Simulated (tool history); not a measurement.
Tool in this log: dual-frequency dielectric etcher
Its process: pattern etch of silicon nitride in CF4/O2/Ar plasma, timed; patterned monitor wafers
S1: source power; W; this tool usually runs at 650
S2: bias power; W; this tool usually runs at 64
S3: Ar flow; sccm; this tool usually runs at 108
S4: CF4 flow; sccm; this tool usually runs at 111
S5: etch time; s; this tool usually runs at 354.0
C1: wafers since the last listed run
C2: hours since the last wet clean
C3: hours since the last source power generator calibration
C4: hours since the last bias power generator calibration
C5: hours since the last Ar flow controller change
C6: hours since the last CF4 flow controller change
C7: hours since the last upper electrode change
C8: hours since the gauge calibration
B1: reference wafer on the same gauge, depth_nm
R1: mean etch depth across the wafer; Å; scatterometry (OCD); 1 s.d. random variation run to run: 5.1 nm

run     day   S1  S2   S3   S4     S5   C1     C2      C3      C4      C5      C6      C7     C8     B1     R1
  1   0.000  650  64  108  111  354.0    0  183.5  3844.2  3666.4  1311.3   196.7  2625.6  736.2  840.4  10267
      1.304  -- gauge calibrated
      3.038  -- upper electrode replaced
  2   3.721  650  64  108  111  354.0  200  272.8  3933.5  3755.7  1400.6   286.0    16.4   58.0  839.4  10236
  3   6.600  650  64  108  111  354.0  211  341.9  4002.6  3824.8  1469.7   355.1    85.5  127.1  841.2  10230
  4   9.158  650  64  108  126  260.5  188  403.3  4064.0  3886.2  1531.1   416.5   146.9  188.5  838.5   7519
  5  10.554  650  64  108  111  354.0  102  436.8  4097.5  3919.7  1564.6   450.0   180.4  222.0  840.0  10193
     12.496  -- Ar flow controller replaced
  6  13.092  580  70  108  103  390.0  168  497.7  4158.4  3980.6    14.3   510.9   241.3  282.9  840.8  10734
     14.146  -- wet clean of the chamber
     15.221  -- bias power generator calibrated
  7  15.242  550  64   89   91  411.5   72   26.3  4210.0     0.5    65.9   562.5   292.9  334.5  839.5  10659
  8  16.317  650  64  108  111  354.0   79   52.1  4235.8    26.3    91.7   588.3   318.7  360.3  839.9  10150
  9  17.600  650  64  127  119  354.0   94   82.9  4266.6    57.1   122.5   619.1   349.5  391.1  838.4  10056
 10  19.358  490  64  108  111  354.0  129  125.1  4308.8    99.3   164.7   661.3   391.7  433.3  840.5   8371
 11  22.354  730  51  108  111  354.0  220  197.0  4380.7   171.2   236.6   733.2   463.6  505.2  840.1   9936
     24.067  -- source power generator calibrated
 12  24.646  650  64  108   96  354.0  156  252.0    13.9   226.2   291.6   788.2   518.6  560.2  838.8  10024
 13  25.821  600  76  108  111  354.0   86  280.2    42.1   254.4   319.8   816.4   546.8  588.4  841.0  10553
 14  28.162  650  64   88  135  354.0  172  336.4    98.3   310.6   376.0   872.6   603.0  644.6  839.0  10675
 15  30.462  740  53  108  111  354.0  169  391.6   153.5   365.8   431.2   927.8   658.2  699.8  838.1  10232
 16  32.567  650  64   87  111  354.0  154  442.1   204.0   416.3   481.7   978.3   708.7  750.3  840.2  10458
 17  33.954  650  79  108  132  393.5  102  475.4   237.3   449.6   515.0  1011.6   742.0  783.6  839.9  12899
 18  35.038  650  64   85  111  354.0   79  501.4   263.3   475.6   541.0  1037.6   768.0  809.6  839.2  10559
     35.254  -- gauge calibrated
     37.462  -- wet clean of the chamber
 19  37.483  650  64  108   91  415.0  106    0.5   322.0   534.3   599.7  1096.3   826.7   53.5  839.9  11795
 20  38.708  650  58  108   83  354.0   90   29.9   351.4   563.7   629.1  1125.7   856.1   82.9  841.3   9526

What the log doesn't show, run by run:
etch rate over this chamber's usual, %: 0, the same for each run
source power that arrives over what is set, %: 0, the same for each run
bias power that arrives over what is set, %: 0, the same for each run
Ar flow that arrives over what is set, %: 0, the same for each run
CF4 flow that arrives over what is set, %: 0, the same for each run
gauge reads high (%): 0, the same for each run
